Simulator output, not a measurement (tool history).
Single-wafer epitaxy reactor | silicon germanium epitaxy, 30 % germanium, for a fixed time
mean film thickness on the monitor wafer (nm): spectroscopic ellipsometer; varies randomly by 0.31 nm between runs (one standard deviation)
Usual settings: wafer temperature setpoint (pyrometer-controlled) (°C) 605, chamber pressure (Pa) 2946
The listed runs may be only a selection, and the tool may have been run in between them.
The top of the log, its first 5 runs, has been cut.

run,day,wafer temperature setpoint (pyrometer-controlled) (°C),chamber pressure (Pa),wafers since the last listed run,hours since the last pyrometer calibration,hours since the last manometer calibration,hours since the showerhead was replaced,hours since the gauge calibration,"read-back reference wafer on the same gauge, thickness_nm",mean film thickness on the monitor wafer (nm)
6,11.788,605,2946,755,1671.9,667.3,2383.2,1921.2,72.942,67.183
7,15.079,605,2946,1356,1750.9,746.3,2462.2,2000.2,72.922,67.299
8,17.254,605,2946,896,1803.1,798.5,2514.4,2052.4,72.897,67.304
9,22.104,605,2946,1999,1919.5,914.9,2630.8,2168.8,72.77,67.088
10,23.988,605,2373,776,1964.7,960.1,2676,2214,72.882,61.315
# day 25.25: pyrometer calibrated
11,26.825,605,2373,1032,37.8,1028.2,2744.1,2282.1,72.866,61.398
12,31.204,605,3186,1805,142.9,1133.3,2849.2,2387.2,72.985,69.6
13,33.129,605,2626,793,189.1,1179.5,2895.4,2433.4,72.909,64.654
14,36.088,595,2333,1219,260.1,1250.5,2966.4,2504.4,73.03,51.76
15,39.85,592,3600,1551,350.4,1340.8,3056.7,2594.7,73.031,59.123
# day 40.625: capacitance manometer re-zeroed and calibrated
16,43.525,605,2253,1377,438.6,69.6,3144.9,2682.9,72.936,59.901
17,47.008,605,2946,1435,522.2,153.2,3228.5,2766.5,72.86,67.27
18,48.538,602,2666,630,558.9,189.9,3265.2,2803.2,72.968,61.192

Estimate the outcome of run 19 from the log above:
# day 51.138: gauge calibrated
19,51.2,614,2760,1097,622.8,253.8,3329.1,1.5,?,?

Run 19 measured read-back reference wafer on the same gauge, thickness_nm 72.933, mean film thickness on the monitor wafer (nm) 75.559.
Had the tool carried no hidden state, the very same run would have given mean film thickness on the monitor wafer (nm) 75.559.
